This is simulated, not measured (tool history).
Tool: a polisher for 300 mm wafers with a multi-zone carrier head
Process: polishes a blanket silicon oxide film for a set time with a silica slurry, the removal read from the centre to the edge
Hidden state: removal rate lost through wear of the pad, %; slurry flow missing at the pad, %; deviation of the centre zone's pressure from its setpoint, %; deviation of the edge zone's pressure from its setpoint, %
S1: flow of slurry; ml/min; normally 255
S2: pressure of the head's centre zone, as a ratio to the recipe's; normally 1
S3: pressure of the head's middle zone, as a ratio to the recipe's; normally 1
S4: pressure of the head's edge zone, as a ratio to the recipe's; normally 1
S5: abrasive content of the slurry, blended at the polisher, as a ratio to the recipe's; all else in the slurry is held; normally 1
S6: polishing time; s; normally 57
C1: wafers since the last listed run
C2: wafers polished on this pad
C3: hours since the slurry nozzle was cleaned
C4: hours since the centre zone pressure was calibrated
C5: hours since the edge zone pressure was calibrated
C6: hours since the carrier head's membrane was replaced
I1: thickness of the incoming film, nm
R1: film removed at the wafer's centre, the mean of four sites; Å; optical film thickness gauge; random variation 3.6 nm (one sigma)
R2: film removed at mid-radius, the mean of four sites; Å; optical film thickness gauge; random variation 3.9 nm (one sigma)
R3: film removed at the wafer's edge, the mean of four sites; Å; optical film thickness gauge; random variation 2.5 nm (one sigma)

run,day,S1,S2,S3,S4,S5,S6,C1,C2,C3,C4,C5,C6,I1,R1,R2,R3
1,0,255,1,1.08,1,1,57,0,384,364.8,480.5,930.5,1170.8,862.1,2553,2673,2570
# day 1.525: edge zone pressure recalibrated
2,1.933,255,1,1,1,1,57,524,908,411.2,526.9,9.8,1217.2,854.9,2559,2673,2660
# day 2.167: slurry nozzle cleaned
3,2.988,255,1,1,1,1,57,286,1195,19.7,552.2,35.1,1242.5,849.3,2579,2611,2643
4,4.208,255,1,1,1,1,57,345,1540,49,581.5,64.4,1271.8,857.4,2572,2562,2617
5,6.479,220,1,1,1.1,0.75,57,643,2184,103.5,636,118.9,1326.3,838.4,2063,2012,2136
6,8.779,295,1,0.93,1,0.9,57,651,2835,158.7,691.2,174.1,1381.5,850.8,2477,2336,2455
7,10.95,255,1,1,1,1.25,57,614,3450,210.8,743.3,226.2,1433.6,832.3,2872,2964,2960
8,13.671,255,1,1,0.93,1,57,770,4221,276.1,808.6,291.5,1498.9,843.2,2587,2596,2570
9,15.183,255,1,1,1,1,57,428,4650,312.4,844.9,327.8,1535.2,843.6,2634,2569,2632
# day 19.425: carrier head's membrane replaced by a new one
10,19.579,255,1,1.03,1.06,1.2,71,1186,5836,417.9,950.4,433.3,3.7,852.9,3609,3620,3666
# day 19.825: worn pad replaced by a new one
# day 20.042: slurry nozzle cleaned
11,20.662,195,1,0.88,1.05,1,42,247,225,14.9,976.4,459.3,29.7,852.3,1824,1678,1911
12,23.342,255,1.03,1,1.03,1,57,758,984,79.2,1040.7,523.6,94,857.7,2647,2592,2622
13,30.812,255,1.08,1,1,1.15,57,2116,3100,258.5,1220,702.9,273.3,836.7,3017,2797,2785
14,32.092,255,1,1,1,1,74,362,3463,289.2,1250.7,733.6,304,863.8,3281,3359,3415
15,33.608,255,1,1,0.92,0.85,57,429,3892,325.6,1287.1,770,340.4,859.1,2316,2268,2260
# day 33.7: centre zone pressure recalibrated
16,35.912,285,1,0.94,1,1.1,57,629,4522,380.9,53.1,825.3,395.7,851.1,2776,2727,2782
# day 37.317: worn pad replaced by a new one
17,38.433,255,1.11,1,0.91,1,57,666,316,441.4,113.6,885.8,456.2,853.3,2842,2544,2561
18,40.921,255,1,1,1,1,57,704,1021,501.1,173.3,945.5,515.9,845.9,2583,2545,2619
# day 41.296: slurry nozzle cleaned
# day 42.871: edge zone pressure recalibrated
19,43.442,215,1,0.95,0.92,1.2,57,678,1699,51.5,233.8,13.7,576.4,853.5,2831,2753,2770
20,45.817,255,1,1.04,1,0.85,64,672,2372,108.5,290.8,70.7,633.4,857.5,2628,2659,2617
21,46.9,255,1,1,1,1,57,306,2679,134.5,316.8,96.7,659.4,840,2622,2589,2652

Forecast each of these 4 alternatives for the next run:
A,46.917,255,1,1,1.09,1,57,4,2684,134.9,317.2,97.1,659.8,853.5,?,?,?
B,46.917,255,0.93,1,1.04,1.25,57,4,2684,134.9,317.2,97.1,659.8,853.5,?,?,?
C,46.917,255,1.04,1,1.05,1.3,57,4,2684,134.9,317.2,97.1,659.8,853.5,?,?,?
D,46.917,255,0.91,1.04,1,1,75,4,2684,134.9,317.2,97.1,659.8,853.5,?,?,?

run,R1,R2,R3
A,2558,2573,2672
B,2722,2915,2985
C,3054,2969,3051
D,3105,3475,3429
Without the tool's unlogged condition, the same runs would have read:
run,R1,R2,R3
A,2558,2573,2672
B,2722,2915,2985
C,3054,2969,3051
D,3105,3475,3429
